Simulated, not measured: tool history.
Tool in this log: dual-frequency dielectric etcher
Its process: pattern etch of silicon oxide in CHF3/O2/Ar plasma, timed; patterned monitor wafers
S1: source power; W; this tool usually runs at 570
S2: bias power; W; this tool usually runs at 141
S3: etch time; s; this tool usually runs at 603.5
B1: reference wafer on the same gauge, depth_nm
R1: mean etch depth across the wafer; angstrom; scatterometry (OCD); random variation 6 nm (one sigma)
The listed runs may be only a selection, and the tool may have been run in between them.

run	hour	S1	S2	S3	B1	R1
1	0	570	158	525	1076.5	9655
2	29.7	570	141	603.5	1081.8	10790
3	64.8	570	141	603.5	1080.2	10857
4	127.4	670	141	526	1081.2	10117
5	171.4	570	141	603.5	1080.1	10706
# hour 207.2: wet clean of the chamber
# hour 208.2: source power generator calibrated
# hour 224: upper electrode replaced
6	224.5	570	141	603.5	1079.8	11201
7	269.4	570	141	603.5	1080.5	10962
8	317.4	570	141	603.5	1082.3	10964
9	351.8	570	141	603.5	1081.5	10906
10	390.7	460	154	603.5	1079.2	9848
11	428.8	470	169	714.5	1081.4	11872
12	484.3	610	119	603.5	1079.8	10847
13	546.8	640	124	603.5	1080.7	11078
14	571.2	610	155	603.5	1082	11278
15	607.2	520	141	516.5	1076.9	8652
# hour 666.7: wet clean of the chamber
16	670.4	570	141	603.5	1077.6	11086
# hour 727.6: bias power generator calibrated
17	741.9	490	174	603.5	1078	10520
18	771.8	610	155	603.5	1081.7	11672
19	797.6	570	175	682.5	1079.8	12769
# hour 810.1: gauge calibrated
20	853	670	141	603.5	1078.8	11898
21	894.4	570	141	603.5	1077.3	10948
22	946.9	570	141	497	1082.2	8903
23	1010.9	530	175	603.5	1080.1	10648
# hour 1061.1: wet clean of the chamber
24	1061.6	520	161	439.5	1080	7842
25	1127.2	570	168	477	1080.6	8871
26	1182.7	570	141	603.5	1080.9	10901
27	1210	570	141	461	1082.5	8231
28	1234.8	570	141	603.5	1081	10892
29	1270.4	570	141	603.5	1081.7	10833
30	1319.2	640	141	603.5	1078.7	11419

Consider 3 possible next runs. They are alternatives, not a sequence: every one starts from the tool as it was left by run 30. What does each give?
A	1319.8	570	141	603.5	?	?
B	1319.8	440	141	603.5	?	?
C	1319.8	570	154	521.5	?	?

run	B1	R1
A	1080.1	10714
B	1080.1	9262
C	1080.1	9394
Take away the tool's hidden state, keep each run's random variation, and the runs would have read:
run	R1
A	11042
B	9545
C	9681

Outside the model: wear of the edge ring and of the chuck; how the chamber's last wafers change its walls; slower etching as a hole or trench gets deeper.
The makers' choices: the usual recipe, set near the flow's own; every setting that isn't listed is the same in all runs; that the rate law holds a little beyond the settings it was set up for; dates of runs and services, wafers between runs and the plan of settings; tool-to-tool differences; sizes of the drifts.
